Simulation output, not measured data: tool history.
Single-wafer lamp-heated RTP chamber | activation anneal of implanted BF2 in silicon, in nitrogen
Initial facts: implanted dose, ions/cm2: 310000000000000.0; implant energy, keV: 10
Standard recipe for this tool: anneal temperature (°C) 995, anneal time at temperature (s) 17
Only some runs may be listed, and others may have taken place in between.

| run | hour | anneal temperature (°C) | anneal time at temperature (s) | wafers since the last listed run | wafers since the last pyrometer calibration | wafers since the reflector plate was cleaned | hours since the gauge calibration | read-back reference wafer on the same gauge, sheet resistance | sheet resistance of the implanted and annealed layer (ohm/square) |
|---|---|---|---|---|---|---|---|---|---|
| 1 | 0 | 981 | 17 | 0 | 2336 | 5057 | 331.8 | 389.55 | 445.5 |
| 2 | 11.6 | 981 | 17 | 182 | 2519 | 5240 | 343.4 | 388.87 | 442.86 |
| 3 | 29.2 | 981 | 17 | 277 | 2796 | 5517 | 361 | 388.72 | 442.36 |
| 4 | 38.6 | 1002 | 17 | 148 | 2944 | 5665 | 370.4 | 389.38 | 421.32 |
| 5 | 54.8 | 1002 | 17 | 255 | 3200 | 5921 | 386.6 | 388.92 | 422.77 |
| 6 | 61.9 | 1003 | 23 | 111 | 3312 | 6032 | 393.7 | 389.18 | 415.7 |
| 7 | 75.4 | 1003 | 23 | 212 | 3524 | 6245 | 407.2 | 389.2 | 414.41 |
| 8 | 90.3 | 995 | 17 | 234 | 3759 | 6480 | 422.1 | 388.89 | 426.06 |
| 9 | 100 | 995 | 17 | 152 | 3912 | 6633 | 431.8 | 389.02 | 427.44 |
| 10 | 114.8 | 995 | 17 | 233 | 4145 | 6866 | 446.6 | 388.84 | 427.27 |
| 11 | 131.4 | 1003 | 21 | 261 | 4406 | 7127 | 463.2 | 389.33 | 417.97 |
| 12 | 146.6 | 1003 | 21 | 239 | 4646 | 7367 | 478.4 | 389.05 | 416.32 |
| 13 | 158.5 | 1013 | 11 | 187 | 4833 | 7554 | 490.3 | 389.36 | 421.7 |
| 14 | 165.6 | 995 | 7 | 111 | 4945 | 7666 | 497.4 | 388.95 | 442.2 |
| 15 | 206.4 | 1015 | 17 | 642 | 5588 | 8309 | 538.2 | 388.88 | 412.13 |
|  | 211.1 | gauge calibrated |
| 16 | 219.2 | 995 | 17 | 201 | 5790 | 8511 | 8.1 | 388.84 | 427.12 |
| 17 | 225.7 | 974 | 22 | 102 | 5892 | 8613 | 14.6 | 388.93 | 443.66 |
| 18 | 234.6 | 1015 | 11 | 140 | 6032 | 8753 | 23.5 | 388.82 | 419.14 |
|  | 255.2 | reflector plate cleaned |
|  | 256.2 | pyrometer window cleaned and pyrometer calibrated |
| 19 | 256.7 | 995 | 14 | 207 | 8 | 8 | 45.6 | 388.8 | 437.92 |
| 20 | 261.1 | 1016 | 20 | 69 | 77 | 77 | 50 | 389.18 | 411.29 |
| 21 | 271.7 | 968 | 22 | 166 | 244 | 244 | 60.6 | 388.8 | 466.42 |
| 22 | 278.4 | 995 | 22 | 105 | 350 | 350 | 67.3 | 389.01 | 428.1 |
| 23 | 292.4 | 995 | 17 | 220 | 570 | 570 | 81.3 | 388.53 | 431.03 |
| 24 | 300.7 | 1017 | 26 | 130 | 701 | 701 | 89.6 | 388.86 | 407.22 |
| 25 | 310.8 | 1009 | 26 | 159 | 860 | 860 | 99.7 | 388.96 | 412.97 |
| 26 | 326.6 | 1013 | 10 | 248 | 1109 | 1109 | 115.5 | 388.99 | 425.97 |
| 27 | 366.4 | 995 | 17 | 626 | 1736 | 1736 | 155.3 | 389.02 | 430.5 |
| 28 | 375.7 | 1004 | 17 | 146 | 1883 | 1883 | 164.6 | 388.85 | 422.24 |
| 29 | 388.7 | 995 | 17 | 204 | 2087 | 2087 | 177.6 | 389.06 | 428.27 |
| 30 | 406.5 | 973 | 17 | 280 | 2368 | 2368 | 195.4 | 389.06 | 459.03 |
| 31 | 413.2 | 1015 | 9 | 105 | 2473 | 2473 | 202.1 | 389.31 | 424.47 |
| 32 | 423.2 | 968 | 9 | 157 | 2631 | 2631 | 212.1 | 389.1 | 485.45 |
| 33 | 432.2 | 1013 | 13 | 141 | 2773 | 2773 | 221.1 | 389.17 | 420.33 |
| 34 | 440.7 | 980 | 23 | 133 | 2907 | 2907 | 229.6 | 388.4 | 441.82 |
| 35 | 451.1 | 986 | 9 | 163 | 3070 | 3070 | 240 | 388.72 | 453.92 |
| 36 | 468.4 | 995 | 17 | 272 | 3343 | 3343 | 257.3 | 389.47 | 428.31 |
| 37 | 480.1 | 995 | 9 | 184 | 3527 | 3527 | 269 | 389.04 | 442.13 |

What differs in the tool's unlogged condition from the final listed run ahead of each entry between runs to the first listed run following it?
Run 15 -> run 16: gauge calibrated (hour 211.1)
  wafer temperature error from the tarnished reflector plate, K: 7.21 -> 7.37
  measured value less the no-hidden-state value, sheet resistance of the implanted and annealed layer (ohm/square): -4.8 -> -7.03
Run 18 -> run 19: reflector plate cleaned (hour 255.2); pyrometer window cleaned and pyrometer calibrated (hour 256.2)
  wafer temperature error from the tarnished reflector plate, K: 7.58 -> 0.68
  measured value less the no-hidden-state value, sheet resistance of the implanted and annealed layer (ohm/square): -5.16 -> -0.73
